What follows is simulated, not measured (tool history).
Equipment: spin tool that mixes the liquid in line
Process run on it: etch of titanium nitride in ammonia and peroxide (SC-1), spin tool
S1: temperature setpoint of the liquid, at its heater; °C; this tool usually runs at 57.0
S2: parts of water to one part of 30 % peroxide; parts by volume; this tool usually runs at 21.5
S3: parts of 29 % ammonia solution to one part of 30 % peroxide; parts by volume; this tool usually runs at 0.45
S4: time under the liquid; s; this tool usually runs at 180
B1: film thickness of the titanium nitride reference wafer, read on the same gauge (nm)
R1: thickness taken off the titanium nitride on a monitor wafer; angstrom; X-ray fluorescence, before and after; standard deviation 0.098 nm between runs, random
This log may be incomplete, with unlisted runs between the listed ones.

run	hour	S1	S2	S3	S4	B1	R1
1	0.0	52.5	21.5	0.60	180	110.00	68.3
2	54.2	61.5	21.5	0.35	80	110.02	50.3
# hour 91.1: thermometer replaced
3	124.2	57.0	21.5	0.45	180	109.99	91.9
4	165.1	57.0	21.5	0.45	180	110.02	91.8
5	268.8	66.0	21.5	0.50	180	109.98	168.0
6	354.5	54.0	21.5	0.45	180	110.00	74.8
7	391.6	57.0	21.5	0.45	180	109.99	90.0
# hour 415.6: gauge calibrated
8	456.2	48.0	11.0	0.55	80	109.96	31.5
9	546.6	57.0	21.5	0.65	275	110.02	142.2
10	593.7	48.5	21.5	0.45	180	109.98	49.3
# hour 609.2: heated supply line repaired
# hour 611.7: ammonia flow meter replaced
11	696.1	64.5	21.5	0.45	180	110.01	159.2
12	751.0	57.0	24.5	0.45	180	109.98	91.5
13	809.2	57.0	21.5	0.45	180	109.95	97.0
14	880.9	57.0	21.5	0.25	180	109.98	86.4
15	942.6	57.0	21.5	0.60	95	109.98	53.3
# hour 1034.0: new drum of ammonia solution connected
16	1043.2	47.5	11.5	0.40	85	110.01	33.0
17	1144.9	57.0	21.5	0.40	180	110.01	92.2
18	1211.9	63.0	16.0	0.50	265	110.00	250.8
19	1291.0	57.0	21.5	0.45	180	109.97	93.9
20	1384.2	53.0	21.5	0.45	180	109.99	69.1

Estimate the outcome of run 21 from the log above:
21	1477.1	61.0	21.5	0.35	70	?	?

{"run 21": {"B1": 109.97, "R1": 44.5}}
Without the tool's hidden state the same run would have given R1 49.2 angstrom.
